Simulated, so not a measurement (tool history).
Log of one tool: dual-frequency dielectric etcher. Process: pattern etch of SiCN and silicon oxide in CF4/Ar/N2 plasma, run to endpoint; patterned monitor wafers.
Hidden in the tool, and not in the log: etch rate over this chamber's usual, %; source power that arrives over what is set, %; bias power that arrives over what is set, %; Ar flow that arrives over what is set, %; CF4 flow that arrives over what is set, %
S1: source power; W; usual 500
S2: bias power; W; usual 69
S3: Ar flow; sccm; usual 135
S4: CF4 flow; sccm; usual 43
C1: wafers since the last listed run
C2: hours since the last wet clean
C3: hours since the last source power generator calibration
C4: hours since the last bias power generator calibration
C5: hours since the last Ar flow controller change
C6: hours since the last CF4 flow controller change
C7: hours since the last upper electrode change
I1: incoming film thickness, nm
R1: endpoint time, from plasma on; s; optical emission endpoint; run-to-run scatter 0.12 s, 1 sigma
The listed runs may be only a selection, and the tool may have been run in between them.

{"run": 1, "hour": 0.0, "S1": 500, "S2": 69, "S3": 135, "S4": 51, "C1": 0, "C2": 136.6, "C3": 3438.7, "C4": 1843.9, "C5": 5169.8, "C6": 5579.9, "C7": 4956.0, "I1": 10.65, "R1": 12.7}
{"run": 2, "hour": 26.3, "S1": 500, "S2": 69, "S3": 135, "S4": 43, "C1": 316, "C2": 162.9, "C3": 3465.0, "C4": 1870.2, "C5": 5196.1, "C6": 5606.2, "C7": 4982.3, "I1": 10.6, "R1": 12.8}
{"run": 3, "hour": 59.4, "S1": 500, "S2": 69, "S3": 135, "S4": 43, "C1": 398, "C2": 196.0, "C3": 3498.1, "C4": 1903.3, "C5": 5229.2, "C6": 5639.3, "C7": 5015.4, "I1": 10.55, "R1": 12.7}
{"run": 4, "hour": 84.8, "S1": 500, "S2": 69, "S3": 135, "S4": 43, "C1": 305, "C2": 221.4, "C3": 3523.5, "C4": 1928.7, "C5": 5254.6, "C6": 5664.7, "C7": 5040.8, "I1": 10.6, "R1": 12.7}
{"run": 5, "hour": 110.0, "S1": 500, "S2": 69, "S3": 135, "S4": 43, "C1": 303, "C2": 246.6, "C3": 3548.7, "C4": 1953.9, "C5": 5279.8, "C6": 5689.9, "C7": 5066.0, "I1": 10.63, "R1": 12.8}
{"run": 6, "hour": 138.5, "S1": 500, "S2": 69, "S3": 135, "S4": 43, "C1": 342, "C2": 275.1, "C3": 3577.2, "C4": 1982.4, "C5": 5308.3, "C6": 5718.4, "C7": 5094.5, "I1": 10.6, "R1": 12.8}
{"run": 7, "hour": 159.7, "S1": 500, "S2": 69, "S3": 135, "S4": 43, "C1": 254, "C2": 296.3, "C3": 3598.4, "C4": 2003.6, "C5": 5329.5, "C6": 5739.6, "C7": 5115.7, "I1": 10.59, "R1": 12.6}
{"run": 8, "hour": 189.2, "S1": 500, "S2": 69, "S3": 135, "S4": 43, "C1": 354, "C2": 325.8, "C3": 3627.9, "C4": 2033.1, "C5": 5359.0, "C6": 5769.1, "C7": 5145.2, "I1": 10.64, "R1": 12.8}
{"run": 9, "hour": 212.9, "S1": 500, "S2": 69, "S3": 135, "S4": 43, "C1": 284, "C2": 349.5, "C3": 3651.6, "C4": 2056.8, "C5": 5382.7, "C6": 5792.8, "C7": 5168.9, "I1": 10.61, "R1": 12.4}
{"hour": 233.5, "done": "Ar flow controller replaced"}
{"run": 10, "hour": 239.3, "S1": 580, "S2": 65, "S3": 135, "S4": 43, "C1": 245, "C2": 375.9, "C3": 3678.0, "C4": 2083.2, "C5": 5.8, "C6": 5819.2, "C7": 5195.3, "I1": 10.58, "R1": 11.2}
{"run": 11, "hour": 255.8, "S1": 500, "S2": 69, "S3": 135, "S4": 43, "C1": 198, "C2": 392.4, "C3": 3694.5, "C4": 2099.7, "C5": 22.3, "C6": 5835.7, "C7": 5211.8, "I1": 10.59, "R1": 12.5}
{"run": 12, "hour": 279.1, "S1": 500, "S2": 69, "S3": 135, "S4": 43, "C1": 280, "C2": 415.7, "C3": 3717.8, "C4": 2123.0, "C5": 45.6, "C6": 5859.0, "C7": 5235.1, "I1": 10.56, "R1": 12.4}
{"run": 13, "hour": 297.8, "S1": 500, "S2": 69, "S3": 135, "S4": 33, "C1": 224, "C2": 434.4, "C3": 3736.5, "C4": 2141.7, "C5": 64.3, "C6": 5877.7, "C7": 5253.8, "I1": 10.61, "R1": 12.8}
{"hour": 315.8, "done": "bias power generator calibrated"}
{"hour": 323.0, "done": "upper electrode replaced"}
{"hour": 325.3, "done": "CF4 flow controller replaced"}
{"hour": 326.8, "done": "source power generator calibrated"}
{"run": 14, "hour": 327.3, "S1": 560, "S2": 54, "S3": 135, "S4": 47, "C1": 173, "C2": 463.9, "C3": 0.5, "C4": 11.5, "C5": 93.8, "C6": 2.0, "C7": 4.3, "I1": 10.66, "R1": 12.3}
{"run": 15, "hour": 327.7, "S1": 410, "S2": 64, "S3": 135, "S4": 33, "C1": 4, "C2": 464.3, "C3": 0.9, "C4": 11.9, "C5": 94.2, "C6": 2.4, "C7": 4.7, "I1": 10.61, "R1": 15.3}
{"hour": 351.9, "done": "wet clean of the chamber"}
{"run": 16, "hour": 359.5, "S1": 500, "S2": 69, "S3": 135, "S4": 43, "C1": 93, "C2": 7.6, "C3": 32.7, "C4": 43.7, "C5": 126.0, "C6": 34.2, "C7": 36.5, "I1": 10.51, "R1": 12.8}
{"run": 17, "hour": 374.8, "S1": 500, "S2": 62, "S3": 135, "S4": 43, "C1": 183, "C2": 22.9, "C3": 48.0, "C4": 59.0, "C5": 141.3, "C6": 49.5, "C7": 51.8, "I1": 10.61, "R1": 13.6}
{"run": 18, "hour": 390.8, "S1": 420, "S2": 54, "S3": 101, "S4": 43, "C1": 192, "C2": 38.9, "C3": 64.0, "C4": 75.0, "C5": 157.3, "C6": 65.5, "C7": 67.8, "I1": 10.56, "R1": 15.2}
{"run": 19, "hour": 430.9, "S1": 500, "S2": 78, "S3": 135, "S4": 37, "C1": 482, "C2": 79.0, "C3": 104.1, "C4": 115.1, "C5": 197.4, "C6": 105.6, "C7": 107.9, "I1": 10.48, "R1": 12.4}
{"run": 20, "hour": 443.3, "S1": 560, "S2": 81, "S3": 118, "S4": 38, "C1": 149, "C2": 91.4, "C3": 116.5, "C4": 127.5, "C5": 209.8, "C6": 118.0, "C7": 120.3, "I1": 10.52, "R1": 11.1}
{"run": 21, "hour": 470.1, "S1": 500, "S2": 69, "S3": 135, "S4": 43, "C1": 322, "C2": 118.2, "C3": 143.3, "C4": 154.3, "C5": 236.6, "C6": 144.8, "C7": 147.1, "I1": 10.65, "R1": 12.9}
{"run": 22, "hour": 493.5, "S1": 420, "S2": 59, "S3": 146, "S4": 39, "C1": 281, "C2": 141.6, "C3": 166.7, "C4": 177.7, "C5": 260.0, "C6": 168.2, "C7": 170.5, "I1": 10.64, "R1": 15.7}
{"run": 23, "hour": 520.5, "S1": 500, "S2": 69, "S3": 135, "S4": 33, "C1": 324, "C2": 168.6, "C3": 193.7, "C4": 204.7, "C5": 287.0, "C6": 195.2, "C7": 197.5, "I1": 10.62, "R1": 13.1}

Here are 4 independent what-if runs from the current tool condition. What would each one return?
{"run": "A", "hour": 520.9, "S1": 500, "S2": 69, "S3": 110, "S4": 43, "C1": 4, "C2": 169.0, "C3": 194.1, "C4": 205.1, "C5": 287.4, "C6": 195.6, "C7": 197.9, "I1": 10.63, "R1": "?"}
{"run": "B", "hour": 520.9, "S1": 500, "S2": 69, "S3": 135, "S4": 47, "C1": 4, "C2": 169.0, "C3": 194.1, "C4": 205.1, "C5": 287.4, "C6": 195.6, "C7": 197.9, "I1": 10.63, "R1": "?"}
{"run": "C", "hour": 520.9, "S1": 560, "S2": 69, "S3": 161, "S4": 39, "C1": 4, "C2": 169.0, "C3": 194.1, "C4": 205.1, "C5": 287.4, "C6": 195.6, "C7": 197.9, "I1": 10.63, "R1": "?"}
{"run": "D", "hour": 520.9, "S1": 440, "S2": 69, "S3": 135, "S4": 32, "C1": 4, "C2": 169.0, "C3": 194.1, "C4": 205.1, "C5": 287.4, "C6": 195.6, "C7": 197.9, "I1": 10.63, "R1": "?"}

run=A R1=12.3
run=B R1=12.5
run=C R1=12.1
run=D R1=14.4
What these runs would have given with no unlogged condition in the tool:
run=A R1=12.6
run=B R1=12.8
run=C R1=12.4
run=D R1=14.7

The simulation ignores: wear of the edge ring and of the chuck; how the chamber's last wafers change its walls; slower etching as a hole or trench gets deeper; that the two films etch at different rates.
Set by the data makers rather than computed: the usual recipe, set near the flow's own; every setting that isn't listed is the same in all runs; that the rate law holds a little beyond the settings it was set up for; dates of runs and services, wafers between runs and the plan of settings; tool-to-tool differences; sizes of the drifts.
